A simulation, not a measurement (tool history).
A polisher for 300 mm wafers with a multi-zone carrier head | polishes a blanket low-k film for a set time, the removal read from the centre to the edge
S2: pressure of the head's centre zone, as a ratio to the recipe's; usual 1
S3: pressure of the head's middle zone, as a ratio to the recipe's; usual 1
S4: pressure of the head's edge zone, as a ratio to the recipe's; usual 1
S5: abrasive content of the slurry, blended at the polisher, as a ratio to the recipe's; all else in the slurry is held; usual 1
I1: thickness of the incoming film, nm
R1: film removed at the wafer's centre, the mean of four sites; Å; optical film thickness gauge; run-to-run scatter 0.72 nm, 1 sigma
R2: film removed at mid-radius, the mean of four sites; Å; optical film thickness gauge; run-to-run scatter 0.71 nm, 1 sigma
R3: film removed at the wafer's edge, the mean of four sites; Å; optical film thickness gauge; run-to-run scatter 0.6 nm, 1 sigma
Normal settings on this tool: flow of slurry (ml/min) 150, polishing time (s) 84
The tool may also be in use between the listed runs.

{"run": 1, "hour": 0.0, "flow of slurry (ml/min)": 150, "S2": 1.07, "S3": 1, "S4": 1, "S5": 0.85, "polishing time (s)": 84, "I1": 621.6, "R1": 477, "R2": 457, "R3": 462}
{"run": 2, "hour": 29.3, "flow of slurry (ml/min)": 150, "S2": 1, "S3": 0.94, "S4": 1.09, "S5": 1, "polishing time (s)": 84, "I1": 619.9, "R1": 486, "R2": 471, "R3": 520}
{"run": 3, "hour": 61.5, "flow of slurry (ml/min)": 150, "S2": 1, "S3": 0.94, "S4": 1.09, "S5": 1, "polishing time (s)": 84, "I1": 619.4, "R1": 486, "R2": 468, "R3": 506}
{"run": 4, "hour": 77.1, "flow of slurry (ml/min)": 150, "S2": 1, "S3": 1, "S4": 1, "S5": 1, "polishing time (s)": 84, "I1": 608.6, "R1": 474, "R2": 480, "R3": 493}
{"hour": 109.2, "done": "slurry nozzle cleaned"}
{"run": 5, "hour": 109.5, "flow of slurry (ml/min)": 150, "S2": 1, "S3": 1, "S4": 1, "S5": 1, "polishing time (s)": 84, "I1": 623.6, "R1": 471, "R2": 471, "R3": 484}
{"hour": 129.6, "done": "worn pad replaced by a new one"}
{"run": 6, "hour": 130.1, "flow of slurry (ml/min)": 150, "S2": 1, "S3": 1, "S4": 1.06, "S5": 1, "polishing time (s)": 84, "I1": 628.5, "R1": 538, "R2": 555, "R3": 589}
{"run": 7, "hour": 169.3, "flow of slurry (ml/min)": 190, "S2": 1, "S3": 1, "S4": 1, "S5": 1, "polishing time (s)": 84, "I1": 622.6, "R1": 536, "R2": 524, "R3": 538}
{"run": 8, "hour": 192.8, "flow of slurry (ml/min)": 190, "S2": 1, "S3": 1, "S4": 1, "S5": 1, "polishing time (s)": 84, "I1": 622.3, "R1": 503, "R2": 519, "R3": 522}
{"run": 9, "hour": 225.1, "flow of slurry (ml/min)": 150, "S2": 1, "S3": 1.07, "S4": 1, "S5": 1, "polishing time (s)": 84, "I1": 615.6, "R1": 481, "R2": 504, "R3": 502}
{"run": 10, "hour": 246.4, "flow of slurry (ml/min)": 150, "S2": 1, "S3": 1, "S4": 1, "S5": 1, "polishing time (s)": 84, "I1": 625.2, "R1": 485, "R2": 487, "R3": 501}
{"run": 11, "hour": 262.7, "flow of slurry (ml/min)": 105, "S2": 1, "S3": 1, "S4": 0.97, "S5": 1.1, "polishing time (s)": 84, "I1": 610.6, "R1": 461, "R2": 480, "R3": 487}
{"hour": 279.3, "done": "worn pad replaced by a new one"}
{"hour": 284.6, "done": "centre zone pressure recalibrated"}
{"run": 12, "hour": 288.6, "flow of slurry (ml/min)": 150, "S2": 1, "S3": 1, "S4": 1, "S5": 1, "polishing time (s)": 70, "I1": 614.5, "R1": 436, "R2": 438, "R3": 461}
{"run": 13, "hour": 321.3, "flow of slurry (ml/min)": 150, "S2": 0.96, "S3": 1.08, "S4": 1, "S5": 0.75, "polishing time (s)": 108, "I1": 614.7, "R1": 515, "R2": 567, "R3": 555}
{"run": 14, "hour": 337.7, "flow of slurry (ml/min)": 185, "S2": 1, "S3": 1, "S4": 0.9, "S5": 1, "polishing time (s)": 84, "I1": 621.7, "R1": 496, "R2": 520, "R3": 487}
{"hour": 355.5, "done": "edge zone pressure recalibrated"}
{"run": 15, "hour": 365.1, "flow of slurry (ml/min)": 150, "S2": 1, "S3": 1, "S4": 1, "S5": 1, "polishing time (s)": 69, "I1": 628.2, "R1": 382, "R2": 398, "R3": 407}
{"hour": 395.6, "done": "carrier head's membrane replaced by a new one"}
{"hour": 427.2, "done": "worn pad replaced by a new one"}
{"run": 16, "hour": 427.7, "flow of slurry (ml/min)": 150, "S2": 1, "S3": 1, "S4": 1, "S5": 1, "polishing time (s)": 84, "I1": 623, "R1": 534, "R2": 550, "R3": 561}
{"run": 17, "hour": 457.6, "flow of slurry (ml/min)": 150, "S2": 1, "S3": 1.04, "S4": 1, "S5": 1, "polishing time (s)": 99, "I1": 612, "R1": 585, "R2": 617, "R3": 621}
{"run": 18, "hour": 485.9, "flow of slurry (ml/min)": 135, "S2": 0.94, "S3": 1, "S4": 1, "S5": 1, "polishing time (s)": 84, "I1": 621.6, "R1": 459, "R2": 491, "R3": 500}
{"run": 19, "hour": 577.5, "flow of slurry (ml/min)": 150, "S2": 1.04, "S3": 1, "S4": 1, "S5": 1, "polishing time (s)": 84, "I1": 621.6, "R1": 485, "R2": 471, "R3": 488}
{"hour": 594.3, "done": "worn pad replaced by a new one"}
{"run": 20, "hour": 607.8, "flow of slurry (ml/min)": 125, "S2": 1, "S3": 1, "S4": 1, "S5": 1.25, "polishing time (s)": 84, "I1": 616.8, "R1": 567, "R2": 579, "R3": 601}
{"run": 21, "hour": 636.2, "flow of slurry (ml/min)": 150, "S2": 0.94, "S3": 1, "S4": 1, "S5": 0.8, "polishing time (s)": 84, "I1": 625.3, "R1": 416, "R2": 449, "R3": 458}
{"run": 22, "hour": 663.5, "flow of slurry (ml/min)": 150, "S2": 1, "S3": 1, "S4": 1, "S5": 0.75, "polishing time (s)": 84, "I1": 620.8, "R1": 425, "R2": 430, "R3": 441}

Consider 3 possible next runs. They are alternatives, not a sequence: every one starts from the tool as it was left by run 22. What does each give?
{"run": "A", "hour": 664.0, "flow of slurry (ml/min)": 150, "S2": 1, "S3": 1, "S4": 1, "S5": 1, "polishing time (s)": 84, "I1": 628.3, "R1": "?", "R2": "?", "R3": "?"}
{"run": "B", "hour": 664.0, "flow of slurry (ml/min)": 150, "S2": 0.94, "S3": 1, "S4": 0.92, "S5": 0.85, "polishing time (s)": 95, "I1": 628.3, "R1": "?", "R2": "?", "R3": "?"}
{"run": "C", "hour": 664.0, "flow of slurry (ml/min)": 150, "S2": 1, "S3": 1, "S4": 0.93, "S5": 1, "polishing time (s)": 84, "I1": 628.3, "R1": "?", "R2": "?", "R3": "?"}

run=A R1=500 R2=495 R3=508
run=B R1=485 R2=512 R3=505
run=C R1=500 R2=495 R3=491
With no hidden state in the tool, these same runs would have given:
run=A R1=555 R2=550 R3=564
run=B R1=539 R2=569 R3=561
run=C R1=555 R2=550 R3=545

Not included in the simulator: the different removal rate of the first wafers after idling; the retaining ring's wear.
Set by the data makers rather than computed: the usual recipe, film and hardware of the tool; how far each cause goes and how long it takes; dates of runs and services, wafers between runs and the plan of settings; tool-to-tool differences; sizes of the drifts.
